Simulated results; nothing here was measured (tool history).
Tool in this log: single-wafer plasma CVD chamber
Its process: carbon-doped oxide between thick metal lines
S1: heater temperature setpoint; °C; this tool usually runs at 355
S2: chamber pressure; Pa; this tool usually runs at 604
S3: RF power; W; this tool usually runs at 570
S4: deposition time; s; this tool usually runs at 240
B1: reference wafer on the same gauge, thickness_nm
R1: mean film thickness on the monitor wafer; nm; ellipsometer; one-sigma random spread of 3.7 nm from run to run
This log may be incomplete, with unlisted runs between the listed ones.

run	hour	S1	S2	S3	S4	B1	R1
1	0	355	504	570	240	1383.947	1253.575
2	64.8	355	504	570	240	1387.083	1247.049
3	126.8	355	604	570	240	1385.74	1273.865
4	152.7	355	604	570	240	1389.759	1273.742
5	164.7	355	604	570	240	1386.494	1266.501
6	198.3	355	604	570	240	1386.487	1270.244
# hour 212.9: thermocouple changed; heater temperature recalibrated
# hour 217.3: gauge calibrated
# hour 220.7: showerhead replaced
7	221.2	355	604	570	240	1342.272	1230.442
8	248.2	355	604	570	240	1343.421	1231.647
9	273.8	355	604	570	240	1348.302	1234.195
10	293.9	355	604	570	240	1349.772	1240.352
11	322.3	355	604	570	240	1350.794	1234.393
12	346.7	355	604	570	240	1354.431	1244.518
13	373.3	368	604	570	240	1357.027	1214.582
14	391.5	366	660	485	213	1360.55	989.093
15	422.2	362	665	645	240	1362.733	1345.773
16	440	355	604	570	240	1362.997	1252.532
# hour 476.3: RF generator calibrated
17	476.8	355	604	570	240	1364.671	1256.675
18	486.8	363	711	530	258	1367.52	1293.084
19	516.2	355	604	570	196	1366.132	1025.037
# hour 550.4: capacitance manometer re-zeroed and calibrated
20	550.9	355	561	570	240	1368.523	1243.788
21	571.1	355	461	570	262	1370.964	1344.574
22	603.4	355	604	570	240	1370.088	1264.319
23	632.4	355	752	490	240	1373.205	1180.71
24	662	355	604	500	210	1372.042	1021.779
25	687.3	363	604	490	240	1373.311	1127.611
26	719.2	348	464	570	221	1375.062	1146.383
27	744.7	355	604	480	240	1375.545	1139.243
28	772.1	355	604	510	240	1376.113	1177.986

Branching from run 28: 4 alternative next runs. What would each branch give?
A	772.6	355	604	570	240	?	?
B	772.6	355	460	570	282	?	?
C	772.6	360	604	505	254	?	?
D	772.6	343	717	625	202	?	?

run	B1	R1
A	1376.1	1263.605
B	1376.1	1442.778
C	1376.1	1228.595
D	1376.1	1181.292
With the hidden condition removed and each run's random variation left untouched, the same runs would have given:
run	R1
A	1239.754
B	1415.544
C	1205.405
D	1158.995
